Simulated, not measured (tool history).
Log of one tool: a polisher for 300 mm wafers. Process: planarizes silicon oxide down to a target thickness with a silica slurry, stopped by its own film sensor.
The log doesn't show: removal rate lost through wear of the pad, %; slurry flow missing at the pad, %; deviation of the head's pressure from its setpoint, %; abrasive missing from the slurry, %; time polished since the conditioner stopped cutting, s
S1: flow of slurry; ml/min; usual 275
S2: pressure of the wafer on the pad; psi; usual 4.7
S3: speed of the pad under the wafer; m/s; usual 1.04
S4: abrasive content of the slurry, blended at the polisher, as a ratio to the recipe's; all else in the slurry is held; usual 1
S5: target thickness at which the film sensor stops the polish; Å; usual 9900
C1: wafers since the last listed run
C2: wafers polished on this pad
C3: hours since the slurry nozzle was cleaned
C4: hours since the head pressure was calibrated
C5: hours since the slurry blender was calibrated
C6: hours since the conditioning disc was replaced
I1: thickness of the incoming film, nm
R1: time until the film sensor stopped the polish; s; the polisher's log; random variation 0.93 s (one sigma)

| run | day | S1 | S2 | S3 | S4 | S5 | C1 | C2 | C3 | C4 | C5 | C6 | I1 | R1 |
|---|---|---|---|---|---|---|---|---|---|---|---|---|---|---|
| 1 | 0 | 240 | 4.7 | 1.04 | 1 | 9900 | 0 | 274 | 512.2 | 858.1 | 301.5 | 138.5 | 1297.6 | 124 |
| 2 | 0.538 | 240 | 4.7 | 1.04 | 1 | 9900 | 136 | 410 | 525.1 | 871 | 314.4 | 151.4 | 1327.7 | 138.6 |
| 3 | 1.004 | 240 | 4.7 | 1.04 | 1 | 9900 | 118 | 528 | 536.3 | 882.2 | 325.6 | 162.6 | 1302.8 | 125.9 |
| 4 | 1.467 | 245 | 4.7 | 1.04 | 1 | 9900 | 117 | 645 | 547.4 | 893.3 | 336.7 | 173.7 | 1290.7 | 122.7 |
| 5 | 2.121 | 245 | 4.7 | 1.04 | 1 | 9900 | 165 | 811 | 563.1 | 909 | 352.4 | 189.4 | 1333.5 | 139.9 |
| 6 | 2.421 | 245 | 4.7 | 1.04 | 1 | 9900 | 75 | 887 | 570.3 | 916.2 | 359.6 | 196.6 | 1333.7 | 142.1 |
| 7 | 2.875 | 275 | 4.7 | 1.04 | 1 | 9900 | 114 | 1002 | 581.2 | 927.1 | 370.5 | 207.5 | 1308.7 | 128.8 |
|  | 3.054 | slurry blender recalibrated |
|  | 3.225 | worn pad replaced by a new one |
| 8 | 3.246 | 275 | 4.7 | 1.04 | 1 | 9900 | 30 | 5 | 590.1 | 936 | 4.6 | 216.4 | 1310.9 | 118.5 |
| 9 | 3.471 | 195 | 4.7 | 1.04 | 0.9 | 9900 | 56 | 62 | 595.5 | 941.4 | 10 | 221.8 | 1290.3 | 126 |
| 10 | 3.833 | 275 | 4.7 | 1.14 | 1 | 10350 | 91 | 154 | 604.2 | 950.1 | 18.7 | 230.5 | 1314.1 | 97.8 |
| 11 | 4.421 | 275 | 4.7 | 1.04 | 1 | 9900 | 148 | 303 | 618.3 | 964.2 | 32.8 | 244.6 | 1312.6 | 120.8 |
|  | 4.729 | head pressure recalibrated |
|  | 4.85 | conditioning disc replaced and pad reconditioned |
| 12 | 5.162 | 275 | 4.7 | 1.04 | 1 | 9900 | 145 | 448 | 636.1 | 10.4 | 50.6 | 7.5 | 1318.1 | 111 |
| 13 | 5.533 | 275 | 4.7 | 0.84 | 1 | 9900 | 93 | 542 | 645 | 19.3 | 59.5 | 16.4 | 1334.7 | 136.1 |
| 14 | 6.15 | 275 | 4.7 | 1.04 | 1 | 9900 | 156 | 698 | 659.8 | 34.1 | 74.3 | 31.2 | 1317.2 | 116 |
|  | 6.671 | slurry nozzle cleaned |
| 15 | 6.717 | 325 | 4.7 | 1.3 | 1.1 | 9490 | 132 | 831 | 1.1 | 47.7 | 87.9 | 44.8 | 1304.1 | 102.7 |
| 16 | 7.142 | 275 | 4.7 | 1.32 | 1 | 10850 | 107 | 939 | 11.3 | 57.9 | 98.1 | 55 | 1312.3 | 71.4 |
|  | 7.675 | worn pad replaced by a new one |
| 17 | 7.871 | 370 | 4.7 | 1.04 | 1.25 | 9550 | 142 | 49 | 28.8 | 75.4 | 115.6 | 72.5 | 1323.2 | 112.8 |
| 18 | 8.383 | 275 | 4.7 | 1.36 | 1 | 9900 | 129 | 179 | 41.1 | 87.7 | 127.9 | 84.8 | 1294.3 | 98 |
| 19 | 8.771 | 190 | 4.7 | 1.18 | 1.1 | 10480 | 98 | 277 | 50.4 | 97 | 137.2 | 94.1 | 1292.9 | 84.2 |
| 20 | 9.629 | 275 | 4.7 | 1.04 | 1 | 10780 | 217 | 494 | 71 | 117.6 | 157.8 | 114.7 | 1290.4 | 81 |
| 21 | 10.108 | 275 | 5.7 | 1.04 | 1 | 9900 | 121 | 615 | 82.5 | 129.1 | 169.3 | 126.2 | 1299.4 | 106.3 |
| 22 | 10.633 | 275 | 4.7 | 1.04 | 1 | 9900 | 132 | 748 | 95.1 | 141.7 | 181.9 | 138.8 | 1329.6 | 131.2 |
|  | 11.221 | worn pad replaced by a new one |
| 23 | 12.529 | 275 | 4.7 | 1.04 | 1 | 9900 | 437 | 330 | 140.6 | 187.2 | 227.4 | 184.3 | 1286.1 | 116.1 |
| 24 | 13.258 | 350 | 6.3 | 1.04 | 0.75 | 9900 | 184 | 515 | 158.1 | 204.7 | 244.9 | 201.8 | 1323.4 | 144.7 |
| 25 | 14.846 | 275 | 4.7 | 1.04 | 0.7 | 9900 | 401 | 917 | 196.2 | 242.8 | 283 | 239.9 | 1303.6 | 190 |
|  | 15.283 | worn pad replaced by a new one |
| 26 | 15.321 | 275 | 5.9 | 1.04 | 1 | 9900 | 78 | 9 | 207.6 | 254.2 | 294.4 | 251.3 | 1302.1 | 107.7 |

3 ways to go on from here, each from the tool as it stands after run 26. What would each give?
| A | 15.342 | 275 | 4.7 | 1.04 | 1 | 9900 | 5 | 14 | 208.1 | 254.7 | 294.9 | 251.8 | 1313.2 | ? |
| B | 15.342 | 275 | 3.9 | 1.04 | 1 | 10210 | 5 | 14 | 208.1 | 254.7 | 294.9 | 251.8 | 1313.2 | ? |
| C | 15.342 | 210 | 3.6 | 1.04 | 1.1 | 10580 | 5 | 14 | 208.1 | 254.7 | 294.9 | 251.8 | 1313.2 | ? |

| run | R1 |
|---|---|
| A | 127.1 |
| B | 129.5 |
| C | 114 |
Without the tool's hidden state the same runs would have given:
| run | R1 |
|---|---|
| A | 102.6 |
| B | 105.9 |
| C | 94.4 |
